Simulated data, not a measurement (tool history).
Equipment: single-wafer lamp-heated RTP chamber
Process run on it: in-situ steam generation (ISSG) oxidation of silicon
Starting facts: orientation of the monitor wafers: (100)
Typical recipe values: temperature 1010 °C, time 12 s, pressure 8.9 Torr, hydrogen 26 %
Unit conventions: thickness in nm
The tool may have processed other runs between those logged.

run   hour  temperature  time  pressure  hydrogen  read-back reference wafer on the same gauge, thickness  thickness
  1      0         1010    12       8.9        32                                                   4.472      4.869
  2   12.1         1010    12       8.9        22                                                   4.472      4.409
  3   43.5         1010    12       8.9        22                                                   4.472      4.429
  4     66         1010    12       8.9        22                                                   4.466      4.422
  5     92         1010    12       7.8        26                                                    4.47      4.651
  6  111.4         1010     9       8.9        26                                                   4.469      4.063
  7  124.2         1010     9       8.9        26                                                   4.469      4.069
  8  154.6         1010    12       9.8        26                                                    4.47      4.538
       195  -- pyrometer window cleaned and pyrometer calibrated
  9  195.5         1010    12       8.9        26                                                   4.471      4.515
 10    211         1010    12       8.9        26                                                    4.47      4.522
 11  246.4         1010    12       8.9        26                                                   4.469      4.528
       264  -- gauge calibrated
 12  267.3         1010    11       8.9        26                                                   4.468      4.358
 13  283.3         1001     7       9.4        32                                                   4.468      3.681
 14  308.4         1002    11         8        26                                                   4.469      4.281
 15  343.4         1010    12       9.7        32                                                    4.47      4.694
 16  365.3         1024    12       8.9        26                                                   4.471      4.778
 17    382         1002    15       8.9        32                                                   4.469      5.115
       400  -- hydrogen flow controller replaced
 18  417.9         1010    12       8.9        26                                                   4.471      4.539
 19  447.6         1023    12       8.9        26                                                   4.471      4.783
 20  464.9         1010    15      10.2        26                                                   4.474      4.891
     507.1  -- pressure gauge zeroed
 21  507.6         1010    17       8.9        26                                                   4.466      5.305
 22  514.5         1010    12       8.9        26                                                   4.468      4.545
 23  537.5         1010     8       9.4        26                                                   4.469      3.794
 24  554.4         1010    10       8.9        23                                                   4.472       4.07
 25  576.4         1010    17       8.9        26                                                   4.473      5.318
 26  608.5         1010    12       8.9        22                                                   4.472      4.374
 27  629.5         1010    15      10.2        26                                                   4.469      4.903
 28  652.6         1010    12       8.9        26                                                   4.469      4.566
 29  665.8         1002    16       9.7        32                                                    4.47      5.198
 30  694.8         1010    12       8.9        26                                                   4.471      4.558

Predict each of these 5 candidate next runs independently; none follows another, all start after run 30:
  A  695.2         1010    12       8.9        26                                                       ?          ?
  B  695.2         1010    15       7.8        20                                                       ?          ?
  C  695.2         1010    17       9.8        32                                                       ?          ?
  D  695.2         1005     9       8.9        31                                                       ?          ?
  E  695.2         1029    12       8.9        32                                                       ?          ?

run  read-back reference wafer on the same gauge, thickness  thickness
  A                                                   4.473      4.561
  B                                                   4.473      4.758
  C                                                   4.473      5.508
  D                                                   4.473      4.156
  E                                                   4.473      5.198
With the hidden condition removed and each run's random variation left untouched, the same runs would have given:
run  thickness
  A      4.515
  B      4.706
  C      5.445
  D       4.12
  E      5.139
